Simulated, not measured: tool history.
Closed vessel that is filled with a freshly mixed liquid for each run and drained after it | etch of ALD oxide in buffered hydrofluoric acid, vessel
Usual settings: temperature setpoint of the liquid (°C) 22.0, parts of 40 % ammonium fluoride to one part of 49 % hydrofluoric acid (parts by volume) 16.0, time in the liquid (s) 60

| run | hour | temperature setpoint of the liquid (°C) | parts of 40 % ammonium fluoride to one part of 49 % hydrofluoric acid (parts by volume) | time in the liquid (s) | read-back film thickness of the ALD oxide reference wafer, read on the same gauge (nm) | thickness taken off the ALD oxide on a monitor wafer (nm) |
|---|---|---|---|---|---|---|
| 1 | 0.0 | 22.0 | 16.0 | 60 | 79.93 | 117.60 |
| 2 | 27.5 | 22.0 | 19.0 | 70 | 79.99 | 116.18 |
| 3 | 134.7 | 23.5 | 13.5 | 60 | 79.98 | 153.48 |
| 4 | 164.4 | 23.5 | 13.5 | 60 | 79.99 | 152.67 |
| 5 | 184.5 | 23.5 | 13.5 | 60 | 80.00 | 155.71 |
| 6 | 210.3 | 22.0 | 16.0 | 40 | 80.00 | 80.43 |
| 7 | 224.1 | 22.0 | 16.0 | 40 | 79.99 | 81.15 |
|  | 230.7 | thermometer replaced |
| 8 | 249.0 | 22.0 | 16.0 | 40 | 79.98 | 73.64 |
| 9 | 264.3 | 22.0 | 16.0 | 85 | 80.02 | 159.24 |
| 10 | 284.2 | 22.0 | 16.0 | 85 | 80.00 | 156.90 |
|  | 291.6 | gauge calibrated |
| 11 | 304.9 | 22.0 | 16.0 | 85 | 80.03 | 159.62 |
| 12 | 322.7 | 17.5 | 21.5 | 60 | 79.96 | 65.46 |
| 13 | 349.5 | 22.0 | 16.0 | 60 | 79.95 | 112.03 |
| 14 | 370.8 | 20.5 | 19.0 | 60 | 79.99 | 87.28 |
| 15 | 390.9 | 26.0 | 14.0 | 85 | 80.01 | 225.43 |
|  | 397.6 | hydrofluoric acid flow meter replaced |
| 16 | 418.9 | 22.0 | 14.0 | 30 | 79.99 | 56.77 |
| 17 | 445.1 | 20.0 | 22.0 | 30 | 79.99 | 33.44 |
| 18 | 512.7 | 25.0 | 16.0 | 70 | 80.04 | 139.91 |
| 19 | 548.3 | 23.5 | 13.5 | 60 | 79.99 | 129.86 |
| 20 | 574.4 | 23.5 | 16.0 | 60 | 80.01 | 110.12 |
| 21 | 607.0 | 23.5 | 13.5 | 80 | 80.02 | 175.52 |
| 22 | 671.1 | 22.0 | 16.0 | 60 | 79.99 | 102.04 |
| 23 | 695.9 | 22.0 | 11.0 | 60 | 79.95 | 148.83 |

3 ways to go on from here, each from the tool as it stands after run 23. What would each give?
| A | 696.6 | 22.0 | 19.5 | 60 | ? | ? |
| B | 696.6 | 24.0 | 12.0 | 30 | ? | ? |
| C | 696.6 | 19.5 | 19.5 | 60 | ? | ? |

| run | read-back film thickness of the ALD oxide reference wafer, read on the same gauge (nm) | thickness taken off the ALD oxide on a monitor wafer (nm) |
|---|---|---|
| A | 80.03 | 84.50 |
| B | 80.03 | 75.93 |
| C | 80.03 | 73.54 |
Without the tool's hidden state the same runs would have given:
| run | thickness taken off the ALD oxide on a monitor wafer (nm) |
|---|---|
| A | 78.52 |
| B | 70.62 |
| C | 68.28 |
